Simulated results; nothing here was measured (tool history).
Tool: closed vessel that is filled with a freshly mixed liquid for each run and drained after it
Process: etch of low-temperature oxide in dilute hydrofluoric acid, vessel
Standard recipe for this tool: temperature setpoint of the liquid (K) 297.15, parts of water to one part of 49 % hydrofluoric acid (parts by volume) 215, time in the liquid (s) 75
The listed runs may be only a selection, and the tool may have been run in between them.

run,hour,temperature setpoint of the liquid (K),parts of water to one part of 49 % hydrofluoric acid (parts by volume),time in the liquid (s),wafers since the last listed run,hours since the thermometer was replaced,hours since the hydrofluoric acid flow meter was replaced,hours since the gauge calibration,"read-back film thickness of the low-temperature oxide reference wafer, read on the same gauge (nm)",thickness taken off the low-temperature oxide on a monitor wafer (nm)
1,0,297.15,215,75,0,1095.5,1825.9,465.5,109.219,5.022
2,29.5,297.15,215,75,3042,1125,1855.4,495,109.05,5.036
3,88.5,297.15,215,75,6085,1184,1914.4,554,108.897,5.018
4,120.9,295.65,130,75,3342,1216.4,1946.8,586.4,108.693,8.646
5,152.5,295.65,130,75,3259,1248,1978.4,618,108.484,8.62
6,214.8,295.65,130,75,6426,1310.3,2040.7,680.3,108.185,8.598
7,265.5,298.15,215,60,5229,1361,2091.4,731,107.835,4.143
8,320.5,298.15,215,60,5673,1416,2146.4,786,107.602,4.143
9,360.7,297.15,215,75,4146,1456.2,2186.6,826.2,107.27,4.983
10,431.1,297.15,215,75,7261,1526.6,2257,896.6,106.759,4.938
11,472.3,293.65,310,90,4249,1567.8,2298.2,937.8,106.414,3.264
# hour 480.1: gauge calibrated
# hour 503.5: thermometer replaced
# hour 553.8: hydrofluoric acid flow meter replaced
12,619,295.65,130,75,14925,115.5,65.2,138.9,110.461,8.74
13,764,297.15,215,75,14956,260.5,210.2,283.9,110.176,5.096
14,791.3,301.65,280,75,2815,287.8,237.5,311.2,110.141,4.233
15,819.7,297.15,285,50,2929,316.2,265.9,339.6,110.026,2.354
16,851.9,301.15,285,75,3321,348.4,298.1,371.8,109.918,4.139
17,897.4,300.65,215,75,4693,393.9,343.6,417.3,109.784,5.755
18,946.3,297.15,135,75,5044,442.8,392.5,466.2,109.588,8.73
19,1013.6,301.15,110,75,6942,510.1,459.8,533.5,109.294,12.931
20,1070.8,299.65,170,110,5900,567.3,517,590.7,108.99,10.793
21,1130,297.15,215,75,6106,626.5,576.2,649.9,108.694,5.051

Below are 3 alternative next runs, each starting from the tool's condition after run 21. Predict each:
A,1130.7,297.15,185,75,72,627.2,576.9,650.6,?,?
B,1130.7,302.15,115,100,72,627.2,576.9,650.6,?,?
C,1130.7,294.15,185,35,72,627.2,576.9,650.6,?,?

run,"read-back film thickness of the low-temperature oxide reference wafer, read on the same gauge (nm)",thickness taken off the low-temperature oxide on a monitor wafer (nm)
A,108.717,6.077
B,108.717,17.1
C,108.717,2.531
Without the tool's hidden state the same runs would have given:
run,thickness taken off the low-temperature oxide on a monitor wafer (nm)
A,6.149
B,17.301
C,2.561

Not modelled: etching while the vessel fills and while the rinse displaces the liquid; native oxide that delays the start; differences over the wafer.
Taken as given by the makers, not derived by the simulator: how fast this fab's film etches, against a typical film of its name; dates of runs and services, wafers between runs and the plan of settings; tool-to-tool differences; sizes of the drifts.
